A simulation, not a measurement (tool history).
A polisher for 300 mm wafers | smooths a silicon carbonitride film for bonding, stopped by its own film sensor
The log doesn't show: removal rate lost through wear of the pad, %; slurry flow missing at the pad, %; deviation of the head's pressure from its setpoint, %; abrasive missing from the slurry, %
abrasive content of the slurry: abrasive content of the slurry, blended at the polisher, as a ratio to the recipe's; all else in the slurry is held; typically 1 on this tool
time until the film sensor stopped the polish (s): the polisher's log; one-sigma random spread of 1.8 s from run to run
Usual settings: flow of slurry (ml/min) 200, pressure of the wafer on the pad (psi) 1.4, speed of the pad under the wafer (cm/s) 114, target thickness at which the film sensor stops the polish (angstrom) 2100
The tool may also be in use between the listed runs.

| run | hour | flow of slurry (ml/min) | pressure of the wafer on the pad (psi) | speed of the pad under the wafer (cm/s) | abrasive content of the slurry | target thickness at which the film sensor stops the polish (angstrom) | wafers since the last listed run | wafers polished on this pad | hours since the slurry nozzle was cleaned | hours since the head pressure was calibrated | hours since the slurry blender was calibrated | incoming thickness of the incoming film, nm | time until the film sensor stopped the polish (s) |
|---|---|---|---|---|---|---|---|---|---|---|---|---|---|
| 1 | 0 | 200 | 1.4 | 114 | 1 | 2100 | 0 | 1415 | 446.5 | 630.8 | 68.3 | 226.8 | 93.1 |
| 2 | 85.3 | 200 | 1.4 | 114 | 1 | 2100 | 1063 | 2479 | 531.8 | 716.1 | 153.6 | 230.8 | 117.2 |
| 3 | 128.6 | 200 | 1.4 | 114 | 1 | 2050 | 540 | 3019 | 575.1 | 759.4 | 196.9 | 232.8 | 154.4 |
|  | 187.5 | slurry nozzle cleaned |
| 4 | 198.3 | 200 | 1.4 | 114 | 1 | 2050 | 856 | 3876 | 10.8 | 829.1 | 266.6 | 225.1 | 113.2 |
|  | 400.7 | head pressure recalibrated |
| 5 | 441.6 | 200 | 1.4 | 114 | 1 | 2100 | 3009 | 6885 | 254.1 | 40.9 | 509.9 | 228.5 | 106.1 |
|  | 457 | worn pad replaced by a new one |
| 6 | 543.6 | 200 | 1.4 | 114 | 1 | 2100 | 1222 | 1079 | 356.1 | 142.9 | 611.9 | 226.6 | 94.9 |
|  | 559.6 | slurry blender recalibrated |
| 7 | 604.9 | 200 | 1.4 | 114 | 1 | 2100 | 739 | 1819 | 417.4 | 204.2 | 45.3 | 229.1 | 108.3 |
| 8 | 660.4 | 200 | 1.4 | 114 | 1 | 2150 | 692 | 2511 | 472.9 | 259.7 | 100.8 | 229.7 | 83.7 |
| 9 | 755.6 | 200 | 1.4 | 114 | 1 | 2100 | 1187 | 3698 | 568.1 | 354.9 | 196 | 229.9 | 111.7 |
|  | 841.4 | slurry nozzle cleaned |
| 10 | 960.7 | 200 | 1.4 | 114 | 1 | 2100 | 2545 | 6244 | 119.3 | 560 | 401.1 | 225.7 | 90.4 |
|  | 970.2 | worn pad replaced by a new one |
| 11 | 1061.5 | 200 | 1.6 | 114 | 1 | 2100 | 1207 | 1138 | 220.1 | 660.8 | 501.9 | 229.9 | 100.2 |
| 12 | 1113.3 | 200 | 1.4 | 114 | 1 | 2100 | 646 | 1784 | 271.9 | 712.6 | 553.7 | 228.2 | 102 |
|  | 1149.8 | slurry blender recalibrated |
| 13 | 1171.2 | 200 | 1.4 | 114 | 1 | 2100 | 697 | 2482 | 329.8 | 770.5 | 21.4 | 231.8 | 124.4 |
| 14 | 1257 | 200 | 1.4 | 114 | 1 | 2050 | 1070 | 3552 | 415.6 | 856.3 | 107.2 | 231.5 | 147 |
| 15 | 1329 | 130 | 1.4 | 114 | 0.75 | 2100 | 897 | 4450 | 487.6 | 928.3 | 179.2 | 229 | 147.4 |
|  | 1352.5 | slurry nozzle cleaned |
| 16 | 1366 | 255 | 1.4 | 126 | 1.2 | 2100 | 448 | 4899 | 13.5 | 965.3 | 216.2 | 229.1 | 87.2 |
|  | 1554.4 | worn pad replaced by a new one |
|  | 1656.6 | slurry blender recalibrated |
| 17 | 1662 | 200 | 1.4 | 114 | 0.9 | 2120 | 3616 | 1316 | 309.5 | 1261.3 | 5.4 | 228.7 | 103.9 |
|  | 1706.5 | head pressure recalibrated |
| 18 | 1708.9 | 200 | 1.4 | 114 | 1 | 2100 | 559 | 1876 | 356.4 | 2.4 | 52.3 | 234.2 | 140.3 |
|  | 1882.4 | slurry nozzle cleaned |
| 19 | 1967.4 | 200 | 1.4 | 114 | 0.75 | 2100 | 3211 | 5088 | 85 | 260.9 | 310.8 | 228.1 | 137.8 |
| 20 | 2056.4 | 200 | 1.2 | 148 | 0.85 | 2160 | 1109 | 6198 | 174 | 349.9 | 399.8 | 230.4 | 87 |
| 21 | 2129.1 | 200 | 1.4 | 114 | 1 | 2100 | 906 | 7104 | 246.7 | 422.6 | 472.5 | 228.7 | 104.3 |
|  | 2154.7 | slurry blender recalibrated |
| 22 | 2189 | 200 | 1 | 98 | 1 | 2100 | 722 | 7827 | 306.6 | 482.5 | 34.3 | 224.7 | 128.9 |
|  | 2197 | worn pad replaced by a new one |
| 23 | 2266.3 | 200 | 1.4 | 114 | 1 | 2100 | 914 | 864 | 383.9 | 559.8 | 111.6 | 230.5 | 116.3 |
| 24 | 2333.6 | 145 | 1.4 | 114 | 1.1 | 2100 | 839 | 1703 | 451.2 | 627.1 | 178.9 | 229.9 | 106.4 |
| 25 | 2419.5 | 200 | 1.2 | 148 | 0.85 | 2160 | 1071 | 2774 | 537.1 | 713 | 264.8 | 232.5 | 97.1 |
|  | 2492.8 | slurry nozzle cleaned |
| 26 | 2504.9 | 200 | 1.2 | 114 | 1 | 2100 | 1052 | 3827 | 12.1 | 798.4 | 350.2 | 231.6 | 137 |
| 27 | 2560.7 | 200 | 1.1 | 114 | 1 | 2080 | 695 | 4523 | 67.9 | 854.2 | 406 | 229.3 | 147.9 |
| 28 | 2645.3 | 235 | 1.7 | 114 | 1.15 | 2140 | 1055 | 5578 | 152.5 | 938.8 | 490.6 | 230.3 | 69.1 |
|  | 2696.1 | slurry blender recalibrated |
|  | 2699.6 | worn pad replaced by a new one |
| 29 | 2749.4 | 200 | 1.4 | 114 | 1 | 2100 | 1229 | 620 | 256.6 | 1042.9 | 53.3 | 233.4 | 132.3 |

5 options for the next run, each taken on its own from the tool as it stands now. Forecast them:
| A | 2749.9 | 200 | 1.4 | 98 | 1 | 2100 | 6 | 626 | 257.1 | 1043.4 | 53.8 | 229.4 | ? |
| B | 2749.9 | 175 | 1.9 | 114 | 1.2 | 2040 | 6 | 626 | 257.1 | 1043.4 | 53.8 | 229.4 | ? |
| C | 2749.9 | 165 | 1.9 | 114 | 1.1 | 2050 | 6 | 626 | 257.1 | 1043.4 | 53.8 | 229.4 | ? |
| D | 2749.9 | 200 | 1.4 | 114 | 0.8 | 2100 | 6 | 626 | 257.1 | 1043.4 | 53.8 | 229.4 | ? |
| E | 2749.9 | 245 | 1.4 | 114 | 1 | 2100 | 6 | 626 | 257.1 | 1043.4 | 53.8 | 229.4 | ? |

| run | time until the film sensor stopped the polish (s) |
|---|---|
| A | 122.2 |
| B | 97.6 |
| C | 99.7 |
| D | 133.6 |
| E | 106 |
What these runs would have given with no unlogged condition in the tool:
| run | time until the film sensor stopped the polish (s) |
|---|---|
| A | 122.2 |
| B | 97.6 |
| C | 99.7 |
| D | 133.6 |
| E | 106 |

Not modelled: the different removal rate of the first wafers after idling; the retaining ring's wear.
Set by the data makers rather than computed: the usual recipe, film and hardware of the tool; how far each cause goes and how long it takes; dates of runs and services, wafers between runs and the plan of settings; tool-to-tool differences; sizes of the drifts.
